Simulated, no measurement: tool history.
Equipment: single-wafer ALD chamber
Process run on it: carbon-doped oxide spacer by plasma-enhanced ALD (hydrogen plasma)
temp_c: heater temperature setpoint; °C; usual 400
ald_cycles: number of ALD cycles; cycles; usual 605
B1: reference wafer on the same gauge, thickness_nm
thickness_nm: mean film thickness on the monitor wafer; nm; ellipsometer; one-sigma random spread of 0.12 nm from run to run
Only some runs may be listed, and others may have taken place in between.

Run 1, hour 0: usual settings; B1 33.342. Result: thickness_nm 31.334 nm.
Run 2, hour 42.7: usual settings; B1 33.301. Result: thickness_nm 31.191 nm.
Run 3, hour 89.9: usual settings; B1 33.232. Result: thickness_nm 31.092 nm.
Run 4, hour 143.6: usual settings but temp_c 396 °C, ald_cycles 686 cycles; B1 33.164. Result: thickness_nm 35.424 nm.
Run 5, hour 209.1: usual settings; B1 33.128. Result: thickness_nm 31.117 nm.
Run 6, hour 242.8: usual settings; B1 33.146. Result: thickness_nm 31.19 nm.
Run 7, hour 303.9: usual settings; B1 32.987. Result: thickness_nm 31.082 nm.
Run 8, hour 329.3: usual settings; B1 33.001. Result: thickness_nm 31.088 nm.
Run 9, hour 395.5: usual settings but temp_c 396 °C; B1 32.957. Result: thickness_nm 30.949 nm.
Run 10, hour 444.8: usual settings but temp_c 396 °C; B1 32.823. Result: thickness_nm 31.013 nm.
Run 11, hour 477.7: usual settings; B1 32.859. Result: thickness_nm 30.891 nm.
Run 12, hour 522: usual settings but temp_c 409 °C, ald_cycles 503 cycles; B1 32.718. Result: thickness_nm 24.917 nm.
Run 13, hour 580.7: usual settings but temp_c 393 °C, ald_cycles 524 cycles; B1 32.697. Result: thickness_nm 26.644 nm.
Run 14, hour 629.6: usual settings but temp_c 387 °C, ald_cycles 514 cycles; B1 32.633. Result: thickness_nm 25.861 nm.
At hour 642.1: thermocouple changed; heater temperature recalibrated.
At hour 760.9: gauge calibrated.
Run 15, hour 813.9: usual settings but temp_c 389 °C; B1 33.497. Result: thickness_nm 31.343 nm.
Run 16, hour 882.7: usual settings but temp_c 409 °C, ald_cycles 540 cycles; B1 33.477. Result: thickness_nm 27.56 nm.
Run 17, hour 918.9: usual settings but ald_cycles 674 cycles; B1 33.399. Result: thickness_nm 35.248 nm.
Run 18, hour 961.2: usual settings; B1 33.422. Result: thickness_nm 31.255 nm.
Run 19, hour 990.1: usual settings; B1 33.437. Result: thickness_nm 31.507 nm.
Run 20, hour 1047: usual settings but temp_c 411 °C, ald_cycles 644 cycles; B1 33.387. Result: thickness_nm 32.408 nm.

Consider 3 possible next runs. They are alternatives, not a sequence: every one starts from the tool as it was left by run 20. What does each give?
Run A, hour 1048.3: usual settings; B1 ?. Result: thickness_nm ?.
Run B, hour 1048.3: usual settings but ald_cycles 647 cycles; B1 ?. Result: thickness_nm ?.
Run C, hour 1048.3: usual settings but temp_c 392 °C, ald_cycles 557 cycles; B1 ?. Result: thickness_nm ?.

run      B1  thickness_nm
  A  33.422        31.253
  B  33.422        33.423
  C  33.422        28.774
Stripped of hidden state, with their random variation kept, the same runs would have yielded:
run  thickness_nm
  A        31.244
  B        33.413
  C        28.765

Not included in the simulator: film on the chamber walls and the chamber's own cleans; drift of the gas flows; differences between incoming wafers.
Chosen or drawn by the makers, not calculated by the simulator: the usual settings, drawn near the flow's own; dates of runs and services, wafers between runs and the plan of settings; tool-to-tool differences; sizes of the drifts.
